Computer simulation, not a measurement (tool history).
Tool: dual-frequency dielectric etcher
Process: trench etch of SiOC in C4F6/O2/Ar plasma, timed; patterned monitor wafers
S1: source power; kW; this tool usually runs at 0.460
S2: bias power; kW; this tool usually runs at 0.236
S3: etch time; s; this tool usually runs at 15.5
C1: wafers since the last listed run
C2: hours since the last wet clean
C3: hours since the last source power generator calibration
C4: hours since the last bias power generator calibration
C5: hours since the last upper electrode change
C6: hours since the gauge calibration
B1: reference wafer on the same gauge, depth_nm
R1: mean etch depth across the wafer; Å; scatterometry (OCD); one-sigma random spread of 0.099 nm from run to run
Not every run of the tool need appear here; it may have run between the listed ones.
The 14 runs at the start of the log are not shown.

run   hour     S1     S2    S3   C1     C2      C3     C4      C5     C6     B1     R1
 15  246.9  0.460  0.287  13.0  129   24.7  2264.8   62.4  3705.9   24.5  32.56  326.2
     258.1  -- source power generator calibrated
 16  264.3  0.460  0.236  15.5  206   42.1     6.2   79.8  3723.3   41.9  32.62  348.9
 17  277.6  0.420  0.236  15.5  204   55.4    19.5   93.1  3736.6   55.2  32.58  339.9
 18  287.7  0.370  0.236  11.5  155   65.5    29.6  103.2  3746.7   65.3  32.58  241.8
     314.7  -- upper electrode replaced
 19  315.2  0.560  0.236  13.5   53   93.0    57.1  130.7     0.5   92.8  32.59  328.8
 20  315.5  0.460  0.236  15.5    4   93.3    57.4  131.0     0.8   93.1  32.62  350.9
 21  318.0  0.460  0.236  11.5   38   95.8    59.9  133.5     3.3   95.6  32.62  261.3
 22  329.9  0.530  0.189  17.0  183  107.7    71.8  145.4    15.2  107.5  32.59  358.1
 23  337.5  0.530  0.254  17.5  116  115.3    79.4  153.0    22.8  115.1  32.61  433.7
 24  345.5  0.410  0.236  15.5  123  123.3    87.4  161.0    30.8  123.1  32.62  337.7
 25  382.0  0.360  0.218  12.5  561  159.8   123.9  197.5    67.3  159.6  32.62  250.3
 26  390.2  0.400  0.185  12.5  126  168.0   132.1  205.7    75.5  167.8  32.61  236.1
 27  404.2  0.460  0.236  15.5  215  182.0   146.1  219.7    89.5  181.8  32.64  351.9
 28  412.9  0.580  0.252  18.0  133  190.7   154.8  228.4    98.2  190.5  32.62  458.1
 29  428.4  0.460  0.265  12.0  238  206.2   170.3  243.9   113.7  206.0  32.59  290.0
 30  437.5  0.460  0.236  15.5  139  215.3   179.4  253.0   122.8  215.1  32.58  351.4
 31  455.2  0.490  0.292  20.0  272  233.0   197.1  270.7   140.5  232.8  32.60  520.7

Here are 3 independent what-if runs from the current tool condition. What would each one return?
  A  455.6  0.400  0.236  15.5   6  233.4  197.5  271.1  140.9  233.2   ?   ?
  B  455.6  0.500  0.236  18.5   6  233.4  197.5  271.1  140.9  233.2   ?   ?
  C  455.6  0.510  0.236  15.5   6  233.4  197.5  271.1  140.9  233.2   ?   ?

run     B1     R1
  A  32.64  337.0
  B  32.64  435.4
  C  32.64  367.4
Without the tool's unlogged condition, the same runs would have read:
run     R1
  A  334.3
  B  431.9
  C  364.4

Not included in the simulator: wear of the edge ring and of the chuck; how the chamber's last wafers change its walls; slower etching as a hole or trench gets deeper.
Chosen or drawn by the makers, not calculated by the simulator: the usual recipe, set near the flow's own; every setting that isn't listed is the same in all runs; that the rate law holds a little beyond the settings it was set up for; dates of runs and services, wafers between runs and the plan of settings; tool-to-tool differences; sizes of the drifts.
